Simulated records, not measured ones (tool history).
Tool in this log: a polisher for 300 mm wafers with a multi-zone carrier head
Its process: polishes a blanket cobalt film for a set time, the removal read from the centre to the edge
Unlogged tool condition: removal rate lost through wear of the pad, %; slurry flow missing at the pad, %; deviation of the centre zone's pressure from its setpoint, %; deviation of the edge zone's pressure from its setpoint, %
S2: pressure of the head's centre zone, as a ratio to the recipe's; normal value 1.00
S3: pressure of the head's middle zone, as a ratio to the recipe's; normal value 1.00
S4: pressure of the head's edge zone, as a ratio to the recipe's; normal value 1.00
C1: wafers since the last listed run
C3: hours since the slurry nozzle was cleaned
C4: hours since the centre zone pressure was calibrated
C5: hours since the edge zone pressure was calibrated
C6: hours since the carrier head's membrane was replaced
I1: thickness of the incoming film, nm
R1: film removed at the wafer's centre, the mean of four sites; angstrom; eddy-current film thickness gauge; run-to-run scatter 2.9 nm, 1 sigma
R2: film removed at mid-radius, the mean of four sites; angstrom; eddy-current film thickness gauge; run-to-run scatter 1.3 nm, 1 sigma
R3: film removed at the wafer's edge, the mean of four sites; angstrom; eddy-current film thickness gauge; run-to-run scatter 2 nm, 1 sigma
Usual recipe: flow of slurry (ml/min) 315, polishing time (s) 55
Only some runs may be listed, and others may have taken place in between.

run 1 hour=0.0 | flow_of_slurry_(ml/min)=315 S2=1.00 S3=1.00 S4=1.00 polishing_time_(s)=55 | C1=0 wafers_polished_on_this_pad=92 C3=442.8 C4=64.7 C5=255.0 C6=574.5 | I1=1335.7 | R1=2089 R2=2119 R3=2075
run 2 hour=54.1 | flow_of_slurry_(ml/min)=315 S2=1.00 S3=1.00 S4=1.00 polishing_time_(s)=55 | C1=350 wafers_polished_on_this_pad=442 C3=496.9 C4=118.8 C5=309.1 C6=628.6 | I1=1347.8 | R1=2030 R2=2024 R3=1988
-- hour=94.4 slurry nozzle cleaned
run 3 hour=103.0 | flow_of_slurry_(ml/min)=315 S2=1.05 S3=1.00 S4=1.00 polishing_time_(s)=55 | C1=310 wafers_polished_on_this_pad=753 C3=8.6 C4=167.7 C5=358.0 C6=677.5 | I1=1345.6 | R1=2051 R2=1929 R3=1860
-- hour=126.1 worn pad replaced by a new one
run 4 hour=149.9 | flow_of_slurry_(ml/min)=315 S2=1.05 S3=1.00 S4=1.00 polishing_time_(s)=55 | C1=277 wafers_polished_on_this_pad=154 C3=55.5 C4=214.6 C5=404.9 C6=724.4 | I1=1342.8 | R1=2129 R2=2065 R3=1979
run 5 hour=184.3 | flow_of_slurry_(ml/min)=315 S2=1.05 S3=1.00 S4=1.00 polishing_time_(s)=55 | C1=222 wafers_polished_on_this_pad=377 C3=89.9 C4=249.0 C5=439.3 C6=758.8 | I1=1362.4 | R1=2055 R2=1997 R3=1960
run 6 hour=219.2 | flow_of_slurry_(ml/min)=315 S2=1.00 S3=1.00 S4=0.90 polishing_time_(s)=55 | C1=225 wafers_polished_on_this_pad=603 C3=124.8 C4=283.9 C5=474.2 C6=793.7 | I1=1369.8 | R1=1935 R2=1929 R3=1748
-- hour=267.8 carrier head's membrane replaced by a new one
run 7 hour=271.3 | flow_of_slurry_(ml/min)=315 S2=1.00 S3=1.00 S4=0.90 polishing_time_(s)=55 | C1=304 wafers_polished_on_this_pad=907 C3=176.9 C4=336.0 C5=526.3 C6=3.5 | I1=1345.4 | R1=1815 R2=1831 R3=1684
-- hour=301.4 worn pad replaced by a new one
run 8 hour=303.9 | flow_of_slurry_(ml/min)=315 S2=1.00 S3=1.00 S4=0.90 polishing_time_(s)=55 | C1=185 wafers_polished_on_this_pad=16 C3=209.5 C4=368.6 C5=558.9 C6=36.1 | I1=1347.5 | R1=2127 R2=2172 R3=2036
run 9 hour=341.0 | flow_of_slurry_(ml/min)=315 S2=1.00 S3=1.00 S4=1.00 polishing_time_(s)=55 | C1=240 wafers_polished_on_this_pad=256 C3=246.6 C4=405.7 C5=596.0 C6=73.2 | I1=1338.6 | R1=2083 R2=2105 R3=2035
-- hour=391.0 centre zone pressure recalibrated
run 10 hour=395.2 | flow_of_slurry_(ml/min)=315 S2=1.00 S3=1.00 S4=1.00 polishing_time_(s)=37 | C1=337 wafers_polished_on_this_pad=594 C3=300.8 C4=4.2 C5=650.2 C6=127.4 | I1=1355.5 | R1=1350 R2=1354 R3=1328
run 11 hour=462.4 | flow_of_slurry_(ml/min)=315 S2=0.90 S3=1.00 S4=1.00 polishing_time_(s)=55 | C1=435 wafers_polished_on_this_pad=1029 C3=368.0 C4=71.4 C5=717.4 C6=194.6 | I1=1344.8 | R1=1661 R2=1904 R3=1827
-- hour=466.8 worn pad replaced by a new one
run 12 hour=523.0 | flow_of_slurry_(ml/min)=315 S2=1.00 S3=1.00 S4=0.97 polishing_time_(s)=55 | C1=366 wafers_polished_on_this_pad=363 C3=428.6 C4=132.0 C5=778.0 C6=255.2 | I1=1346.5 | R1=2044 R2=2054 R3=1914
-- hour=533.3 edge zone pressure recalibrated
run 13 hour=572.6 | flow_of_slurry_(ml/min)=315 S2=0.92 S3=1.07 S4=0.93 polishing_time_(s)=55 | C1=308 wafers_polished_on_this_pad=671 C3=478.2 C4=181.6 C5=39.3 C6=304.8 | I1=1355.8 | R1=1811 R2=2076 R3=1836
-- hour=607.2 slurry nozzle cleaned
-- hour=613.9 worn pad replaced by a new one
run 14 hour=614.4 | flow_of_slurry_(ml/min)=315 S2=1.06 S3=1.05 S4=1.00 polishing_time_(s)=70 | C1=238 wafers_polished_on_this_pad=3 C3=7.2 C4=223.4 C5=81.1 C6=346.6 | I1=1326.1 | R1=2925 R2=2895 R3=2696
run 15 hour=709.0 | flow_of_slurry_(ml/min)=315 S2=1.00 S3=1.00 S4=1.00 polishing_time_(s)=55 | C1=612 wafers_polished_on_this_pad=615 C3=101.8 C4=318.0 C5=175.7 C6=441.2 | I1=1364.6 | R1=1983 R2=2012 R3=1942
-- hour=746.3 worn pad replaced by a new one
run 16 hour=748.1 | flow_of_slurry_(ml/min)=375 S2=0.96 S3=0.97 S4=1.00 polishing_time_(s)=55 | C1=227 wafers_polished_on_this_pad=11 C3=140.9 C4=357.1 C5=214.8 C6=480.3 | I1=1346.5 | R1=2120 R2=2154 R3=2142
run 17 hour=774.7 | flow_of_slurry_(ml/min)=315 S2=1.12 S3=1.00 S4=0.90 polishing_time_(s)=55 | C1=172 wafers_polished_on_this_pad=183 C3=167.5 C4=383.7 C5=241.4 C6=506.9 | I1=1342.7 | R1=2429 R2=2131 R3=1941

The logged runs with the hidden state left out (each run's random variation unchanged):
run=1 R1=2158 R2=2190 R3=2144
run=2 R1=2192 R2=2186 R3=2147
run=3 R1=2310 R2=2172 R3=2094
run=4 R1=2277 R2=2208 R3=2116
run=5 R1=2261 R2=2198 R3=2157
run=6 R1=2195 R2=2188 R3=1983
run=7 R1=2157 R2=2176 R3=2002
run=8 R1=2139 R2=2185 R3=2048
run=9 R1=2158 R2=2180 R3=2108
run=10 R1=1462 R2=1466 R3=1438
run=11 R1=1907 R2=2186 R3=2097
run=12 R1=2177 R2=2189 R3=2039
run=13 R1=2011 R2=2306 R3=2039
run=14 R1=2941 R2=2911 R3=2711
run=15 R1=2152 R2=2184 R3=2107
run=16 R1=2133 R2=2167 R3=2155
run=17 R1=2496 R2=2190 R3=1995

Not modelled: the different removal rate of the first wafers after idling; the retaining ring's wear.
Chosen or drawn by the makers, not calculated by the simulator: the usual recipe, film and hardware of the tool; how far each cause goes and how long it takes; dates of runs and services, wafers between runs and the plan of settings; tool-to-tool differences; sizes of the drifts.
